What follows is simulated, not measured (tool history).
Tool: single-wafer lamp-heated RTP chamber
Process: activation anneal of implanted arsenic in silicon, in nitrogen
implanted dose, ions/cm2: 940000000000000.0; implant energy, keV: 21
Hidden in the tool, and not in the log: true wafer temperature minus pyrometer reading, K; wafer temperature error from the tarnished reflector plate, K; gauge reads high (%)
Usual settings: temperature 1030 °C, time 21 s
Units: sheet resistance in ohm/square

run,day,temperature,time,wafers since the last listed run,wafers since the last pyrometer calibration,wafers since the reflector plate was cleaned,hours since the gauge calibration,"read-back reference wafer on the same gauge, sheet resistance",sheet resistance
1,0.000,1006,21,0,683,7606,283.1,131.91,126.02
2,0.483,1030,21,180,864,7786,294.7,132.15,119.96
3,1.088,1030,21,225,1089,8012,309.2,131.94,118.84
4,1.338,1030,28,93,1183,8106,315.2,132.12,117.26
5,1.675,1017,21,126,1309,8232,323.3,132.12,121.22
6,2.408,1017,21,274,1583,8506,340.9,131.89,121.25
# day 2.858: pyrometer window cleaned and pyrometer calibrated
7,2.879,1017,21,51,7,8557,352.2,131.86,123.15
8,3.433,1030,30,207,214,8765,365.5,131.96,117.13
9,3.754,1030,21,119,334,8885,373.2,131.90,119.90
10,4.196,1030,21,165,499,9050,383.8,132.04,121.12
11,5.292,1030,14,409,909,9459,410.1,131.97,123.39
12,5.854,1030,14,210,1119,9670,423.6,131.88,123.54
13,6.238,1030,14,143,1263,9813,432.8,131.99,123.57
# day 6.504: gauge calibrated
14,6.792,1030,21,207,1470,10020,6.9,131.92,118.22
15,7.129,1018,21,126,1596,10146,15.0,132.03,121.03
16,7.600,1030,21,176,1772,10322,26.3,132.05,118.87
17,8.129,1030,21,197,1970,10520,39.0,131.95,118.21
# day 8.496: pyrometer window cleaned and pyrometer calibrated
# day 8.554: reflector plate cleaned
18,8.850,1030,32,123,111,111,56.3,132.00,116.27
19,9.446,1038,28,222,334,334,70.6,131.92,115.44
20,9.908,1007,18,172,507,507,81.7,131.97,126.76
21,10.367,1053,21,171,678,678,92.7,132.05,115.28
22,10.933,1049,25,211,890,890,106.3,132.01,115.75
23,11.617,1011,9,255,1145,1145,122.7,132.14,129.84
24,13.292,1047,30,626,1771,1771,162.9,131.90,112.36
# day 13.925: pyrometer window cleaned and pyrometer calibrated
25,13.946,1019,21,119,8,1891,178.6,132.02,122.73
26,14.225,1049,25,104,112,1996,185.3,131.91,115.80
27,14.512,1052,31,107,220,2103,192.2,132.01,112.71
28,15.225,1030,21,266,486,2370,209.3,131.89,120.72
29,15.600,1030,21,140,626,2510,218.3,131.80,119.84
30,16.167,1015,21,211,838,2722,231.9,131.95,122.38
31,16.796,1001,11,235,1073,2957,247.0,131.93,132.61
32,17.529,1014,18,274,1347,3231,264.6,132.03,124.30
33,17.833,1030,21,113,1461,3345,271.9,131.98,119.07
# day 18.367: pyrometer window cleaned and pyrometer calibrated
34,18.550,1030,11,143,68,3488,289.1,131.84,126.61
35,18.875,1030,21,121,190,3610,296.9,131.90,120.43
36,19.792,1044,21,342,533,3952,318.9,131.92,116.67
37,20.533,1013,25,277,810,4230,336.7,131.96,122.32
38,21.167,1030,31,236,1047,4467,351.9,131.92,116.21

Hidden state or all else? Some run-to-run changes of sheet resistance, split into what the settings, what came in and random variation would give without the hidden state, and what is left for the hidden state (with any gauge scatter that isn't in both results):
Run 6 -> 7: pyrometer window cleaned and pyrometer calibrated. sheet resistance +1.90 ohm/square: hidden state +1.90, all else +0.00.
Run 17 -> 18: time 21 -> 32, pyrometer window cleaned and pyrometer calibrated, reflector plate cleaned. sheet resistance -1.94 ohm/square: hidden state +2.43, all else -4.37.
Run 20 -> 21: temperature 1007 -> 1053, time 18 -> 21. sheet resistance -11.48 ohm/square: hidden state +0.01, all else -11.49.
Run 22 -> 23: temperature 1049 -> 1011, time 25 -> 9. sheet resistance +14.09 ohm/square: hidden state -0.66, all else +14.75.
Run 23 -> 24: temperature 1011 -> 1047, time 9 -> 30. sheet resistance -17.48 ohm/square: hidden state -0.80, all else -16.68.
Run 24 -> 25: temperature 1047 -> 1019, time 30 -> 21, pyrometer window cleaned and pyrometer calibrated. sheet resistance +10.37 ohm/square: hidden state +2.19, all else +8.18.

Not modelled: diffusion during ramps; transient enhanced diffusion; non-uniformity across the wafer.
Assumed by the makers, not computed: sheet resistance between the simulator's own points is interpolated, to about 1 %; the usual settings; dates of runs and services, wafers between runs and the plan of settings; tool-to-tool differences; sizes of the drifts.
